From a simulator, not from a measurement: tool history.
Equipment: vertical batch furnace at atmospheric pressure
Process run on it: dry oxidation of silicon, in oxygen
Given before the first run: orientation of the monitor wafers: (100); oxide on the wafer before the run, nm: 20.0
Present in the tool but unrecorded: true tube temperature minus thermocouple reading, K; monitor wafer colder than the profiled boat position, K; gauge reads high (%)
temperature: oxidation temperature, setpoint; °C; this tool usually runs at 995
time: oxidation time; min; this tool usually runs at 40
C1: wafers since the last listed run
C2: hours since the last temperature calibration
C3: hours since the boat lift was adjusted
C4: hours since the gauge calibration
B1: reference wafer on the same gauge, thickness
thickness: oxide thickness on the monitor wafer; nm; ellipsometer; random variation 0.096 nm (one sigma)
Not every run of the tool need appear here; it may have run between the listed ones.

Run 1, hour 0: usual settings but temperature 979 °C; C1 0; C2 1835.1; C3 2166.2; C4 1266.2; B1 39.1. Result: thickness 42.39 nm.
Run 2, hour 66.2: usual settings but temperature 979 °C; C1 1369; C2 1901.3; C3 2232.4; C4 1332.4; B1 39.09. Result: thickness 42.41 nm.
Run 3, hour 125.4: usual settings; C1 1224; C2 1960.5; C3 2291.6; C4 1391.6; B1 39.11. Result: thickness 46.69 nm.
Run 4, hour 162.2: usual settings but temperature 1006 °C; C1 761; C2 1997.3; C3 2328.4; C4 1428.4; B1 39.12. Result: thickness 50.62 nm.
Run 5, hour 222.4: usual settings but temperature 1006 °C; C1 1245; C2 2057.5; C3 2388.6; C4 1488.6; B1 39.11. Result: thickness 50.86 nm.
Run 6, hour 267.5: usual settings; C1 932; C2 2102.6; C3 2433.7; C4 1533.7; B1 39.1. Result: thickness 46.71 nm.
Run 7, hour 337.1: usual settings; C1 1439; C2 2172.2; C3 2503.3; C4 1603.3; B1 39.1. Result: thickness 46.83 nm.
Run 8, hour 383.7: usual settings; C1 963; C2 2218.8; C3 2549.9; C4 1649.9; B1 39.11. Result: thickness 46.9 nm.
Run 9, hour 428.3: usual settings; C1 922; C2 2263.4; C3 2594.5; C4 1694.5; B1 39.11. Result: thickness 46.89 nm.
Run 10, hour 482.9: usual settings; C1 1129; C2 2318; C3 2649.1; C4 1749.1; B1 39.1. Result: thickness 46.79 nm.
Run 11, hour 543: usual settings; C1 1243; C2 2378.1; C3 2709.2; C4 1809.2; B1 39.1. Result: thickness 47.04 nm.
Run 12, hour 571.7: usual settings; C1 593; C2 2406.8; C3 2737.9; C4 1837.9; B1 39.1. Result: thickness 46.95 nm.
Run 13, hour 596.3: usual settings; C1 508; C2 2431.4; C3 2762.5; C4 1862.5; B1 39.09. Result: thickness 46.95 nm.
Run 14, hour 650.8: usual settings; C1 1127; C2 2485.9; C3 2817; C4 1917; B1 39.1. Result: thickness 46.99 nm.
Run 15, hour 711: usual settings; C1 1245; C2 2546.1; C3 2877.2; C4 1977.2; B1 39.11. Result: thickness 46.89 nm.
Run 16, hour 762.6: usual settings; C1 1067; C2 2597.7; C3 2928.8; C4 2028.8; B1 39.11. Result: thickness 46.93 nm.
Run 17, hour 833.4: usual settings but temperature 979 °C; C1 1464; C2 2668.5; C3 2999.6; C4 2099.6; B1 39.09. Result: thickness 42.66 nm.
Run 18, hour 896.1: usual settings; C1 1296; C2 2731.2; C3 3062.3; C4 2162.3; B1 39.09. Result: thickness 47.1 nm.
At hour 903.1: gauge calibrated.
Run 19, hour 921.9: usual settings; C1 533; C2 2757; C3 3088.1; C4 18.8; B1 39.1. Result: thickness 46.85 nm.
Run 20, hour 991: usual settings; C1 1429; C2 2826.1; C3 3157.2; C4 87.9; B1 39.1. Result: thickness 47.06 nm.
Run 21, hour 1021.7: usual settings; C1 635; C2 2856.8; C3 3187.9; C4 118.6; B1 39.11. Result: thickness 47.26 nm.
At hour 1064.2: thermocouples replaced and temperature profile calibrated.
Run 22, hour 1086.1: usual settings but temperature 981 °C, time 28 min; C1 835; C2 21.9; C3 3252.3; C4 183; B1 39.1. Result: thickness 36.75 nm.
Run 23, hour 1140.4: usual settings but time 28 min; C1 1123; C2 76.2; C3 3306.6; C4 237.3; B1 39.1. Result: thickness 39.67 nm.
Run 24, hour 1194.2: usual settings but temperature 1019 °C, time 50.5 min; C1 1112; C2 130; C3 3360.4; C4 291.1; B1 39.09. Result: thickness 62.3 nm.
Run 25, hour 1226.9: usual settings but temperature 974 °C, time 49.5 min; C1 676; C2 162.7; C3 3393.1; C4 323.8; B1 39.1. Result: thickness 45.29 nm.
Run 26, hour 1296.4: usual settings but temperature 986 °C, time 26 min; C1 1437; C2 232.2; C3 3462.6; C4 393.3; B1 39.1. Result: thickness 36.49 nm.
Run 27, hour 1361.5: usual settings but temperature 1003 °C, time 51.5 min; C1 1346; C2 297.3; C3 3527.7; C4 458.4; B1 39.08. Result: thickness 55.85 nm.
At hour 1404.6: boat lift adjusted.
Run 28, hour 1560.6: usual settings but temperature 980 °C; C1 3622; C2 496.4; C3 156; C4 657.5; B1 39.09. Result: thickness 42.33 nm.
Run 29, hour 1587.8: usual settings but temperature 1010 °C, time 45 min; C1 562; C2 523.6; C3 183.2; C4 684.7; B1 39.09. Result: thickness 54.97 nm.
Run 30, hour 1658.7: usual settings but temperature 984 °C; C1 1466; C2 594.5; C3 254.1; C4 755.6; B1 39.09. Result: thickness 43.23 nm.
Run 31, hour 1712.9: usual settings but temperature 981 °C, time 34.5 min; C1 1121; C2 648.7; C3 308.3; C4 809.8; B1 39.1. Result: thickness 40.13 nm.
Run 32, hour 1915.6: usual settings but temperature 1009 °C, time 48 min; C1 4192; C2 851.4; C3 511; C4 1012.5; B1 39.1. Result: thickness 56.61 nm.
Run 33, hour 1973.1: usual settings but temperature 1003 °C, time 55 min; C1 1189; C2 908.9; C3 568.5; C4 1070; B1 39.11. Result: thickness 58.11 nm.

Below are 4 alternative next runs, each starting from the tool's condition after run 33. Predict each:
Run A, hour 1977.5: usual settings; C1 91; C2 913.3; C3 572.9; C4 1074.4; B1 ?. Result: thickness ?.
Run B, hour 1977.5: usual settings but temperature 1019 °C, time 58.5 min; C1 91; C2 913.3; C3 572.9; C4 1074.4; B1 ?. Result: thickness ?.
Run C, hour 1977.5: usual settings but time 21 min; C1 91; C2 913.3; C3 572.9; C4 1074.4; B1 ?. Result: thickness ?.
Run D, hour 1977.5: usual settings but temperature 1001 °C, time 33.5 min; C1 91; C2 913.3; C3 572.9; C4 1074.4; B1 ?. Result: thickness ?.

run    B1  thickness
  A  39.1      46.64
  B  39.1      68.46
  C  39.1      35.74
  D  39.1      44.81
Stripped of hidden state, with their random variation kept, the same runs would have yielded:
run  thickness
  A      46.27
  B      67.83
  C      35.51
  D      44.45
